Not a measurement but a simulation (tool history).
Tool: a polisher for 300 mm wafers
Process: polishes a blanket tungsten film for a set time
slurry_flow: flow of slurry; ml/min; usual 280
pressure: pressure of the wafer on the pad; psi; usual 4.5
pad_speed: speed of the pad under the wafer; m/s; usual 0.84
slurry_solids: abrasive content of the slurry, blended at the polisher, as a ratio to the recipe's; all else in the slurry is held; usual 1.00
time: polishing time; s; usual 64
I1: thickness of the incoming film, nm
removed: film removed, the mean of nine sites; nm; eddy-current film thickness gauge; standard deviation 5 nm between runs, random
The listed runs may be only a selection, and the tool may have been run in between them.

{"run": 1, "hour": 0.0, "slurry_flow": 280, "pressure": 4.5, "pad_speed": 1.0, "slurry_solids": 1.0, "time": 64, "I1": 1538.9, "removed": 353.5}
{"run": 2, "hour": 18.8, "slurry_flow": 280, "pressure": 4.5, "pad_speed": 1.0, "slurry_solids": 1.0, "time": 64, "I1": 1548.3, "removed": 333.6}
{"hour": 22.9, "done": "worn pad replaced by a new one"}
{"hour": 35.2, "done": "slurry blender recalibrated"}
{"hour": 35.9, "done": "slurry tank refilled with fresh slurry and peroxide"}
{"run": 3, "hour": 46.8, "slurry_flow": 280, "pressure": 4.5, "pad_speed": 0.68, "slurry_solids": 1.0, "time": 64, "I1": 1548.0, "removed": 317.4}
{"run": 4, "hour": 106.9, "slurry_flow": 280, "pressure": 4.5, "pad_speed": 0.84, "slurry_solids": 1.0, "time": 64, "I1": 1546.7, "removed": 343.7}
{"hour": 138.2, "done": "worn pad replaced by a new one"}
{"run": 5, "hour": 209.3, "slurry_flow": 280, "pressure": 4.5, "pad_speed": 0.84, "slurry_solids": 1.0, "time": 64, "I1": 1567.0, "removed": 291.6}
{"hour": 224.7, "done": "slurry tank refilled with fresh slurry and peroxide"}
{"hour": 235.2, "done": "worn pad replaced by a new one"}
{"run": 6, "hour": 237.4, "slurry_flow": 280, "pressure": 4.5, "pad_speed": 0.84, "slurry_solids": 1.0, "time": 64, "I1": 1563.4, "removed": 358.3}
{"run": 7, "hour": 262.1, "slurry_flow": 280, "pressure": 4.5, "pad_speed": 0.84, "slurry_solids": 1.0, "time": 64, "I1": 1566.3, "removed": 355.0}
{"hour": 265.3, "done": "head pressure recalibrated"}
{"run": 8, "hour": 281.7, "slurry_flow": 280, "pressure": 4.5, "pad_speed": 0.84, "slurry_solids": 1.0, "time": 64, "I1": 1538.8, "removed": 354.0}
{"run": 9, "hour": 313.8, "slurry_flow": 280, "pressure": 4.5, "pad_speed": 0.58, "slurry_solids": 1.25, "time": 64, "I1": 1538.2, "removed": 299.2}
{"hour": 353.6, "done": "slurry nozzle cleaned"}
{"hour": 354.6, "done": "worn pad replaced by a new one"}
{"hour": 384.6, "done": "slurry tank refilled with fresh slurry and peroxide"}
{"hour": 405.3, "done": "slurry blender recalibrated"}
{"run": 10, "hour": 417.7, "slurry_flow": 280, "pressure": 4.5, "pad_speed": 0.96, "slurry_solids": 1.0, "time": 64, "I1": 1529.1, "removed": 394.0}
{"run": 11, "hour": 451.1, "slurry_flow": 215, "pressure": 3.3, "pad_speed": 0.84, "slurry_solids": 0.85, "time": 53, "I1": 1553.9, "removed": 204.0}
{"hour": 464.0, "done": "worn pad replaced by a new one"}
{"run": 12, "hour": 482.6, "slurry_flow": 280, "pressure": 4.5, "pad_speed": 0.84, "slurry_solids": 1.0, "time": 64, "I1": 1558.0, "removed": 341.1}
{"run": 13, "hour": 497.8, "slurry_flow": 280, "pressure": 3.9, "pad_speed": 0.84, "slurry_solids": 0.75, "time": 64, "I1": 1525.8, "removed": 263.9}
{"run": 14, "hour": 533.3, "slurry_flow": 225, "pressure": 4.5, "pad_speed": 0.64, "slurry_solids": 1.0, "time": 64, "I1": 1556.1, "removed": 262.6}
{"run": 15, "hour": 555.3, "slurry_flow": 280, "pressure": 4.5, "pad_speed": 0.84, "slurry_solids": 1.0, "time": 64, "I1": 1541.1, "removed": 306.7}

Predict each of these 3 candidate next runs independently; none follows another, all start after run 15:
{"run": "A", "hour": 555.7, "slurry_flow": 280, "pressure": 4.5, "pad_speed": 0.84, "slurry_solids": 1.0, "time": 64, "I1": 1564.1, "removed": "?"}
{"run": "B", "hour": 555.7, "slurry_flow": 340, "pressure": 4.5, "pad_speed": 0.84, "slurry_solids": 1.0, "time": 64, "I1": 1564.1, "removed": "?"}
{"run": "C", "hour": 555.7, "slurry_flow": 280, "pressure": 4.5, "pad_speed": 0.84, "slurry_solids": 1.0, "time": 53, "I1": 1564.1, "removed": "?"}

run=A removed=299.3
run=B removed=304.7
run=C removed=247.9
Had the tool no hidden state, the same runs would have come out as:
run=A removed=360.9
run=B removed=367.4
run=C removed=298.9
